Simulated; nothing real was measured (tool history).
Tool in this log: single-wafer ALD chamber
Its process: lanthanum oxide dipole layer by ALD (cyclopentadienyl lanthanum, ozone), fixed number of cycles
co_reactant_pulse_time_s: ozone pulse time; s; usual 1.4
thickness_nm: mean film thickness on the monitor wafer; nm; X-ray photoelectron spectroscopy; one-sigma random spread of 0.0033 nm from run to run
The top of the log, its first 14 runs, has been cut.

run	day	co_reactant_pulse_time_s	read-back reference wafer on the same gauge, thickness_nm	thickness_nm
15	14.517	1.4	0.667	0.598
16	15.967	0.89	0.667	0.515
# day 16.542: showerhead replaced
17	19.088	1.89	0.669	0.63
18	19.971	1.4	0.67	0.598
19	20.771	1.16	0.669	0.565
20	21.821	1.4	0.671	0.597
21	22.888	1.05	0.672	0.557
22	23.4	1.86	0.672	0.625
23	24.6	1.01	0.671	0.544
# day 25.204: gauge calibrated
24	25.45	1.24	0.659	0.571
25	26.012	1.8	0.659	0.61
26	26.788	1.4	0.66	0.59
27	30.775	1.88	0.663	0.621
28	31.358	1.56	0.664	0.597
29	31.904	1.4	0.663	0.593
30	33.317	1.4	0.665	0.593
31	34.512	1.4	0.664	0.591

Run 32 comes next. What will it give?
32	35.521	1.57	?	?

{"run 32": {"read-back reference wafer on the same gauge, thickness_nm": 0.664, "thickness_nm": 0.607}}
On a tool with no hidden condition, and with the same random variation, this run would have come out at thickness_nm 0.598 nm.
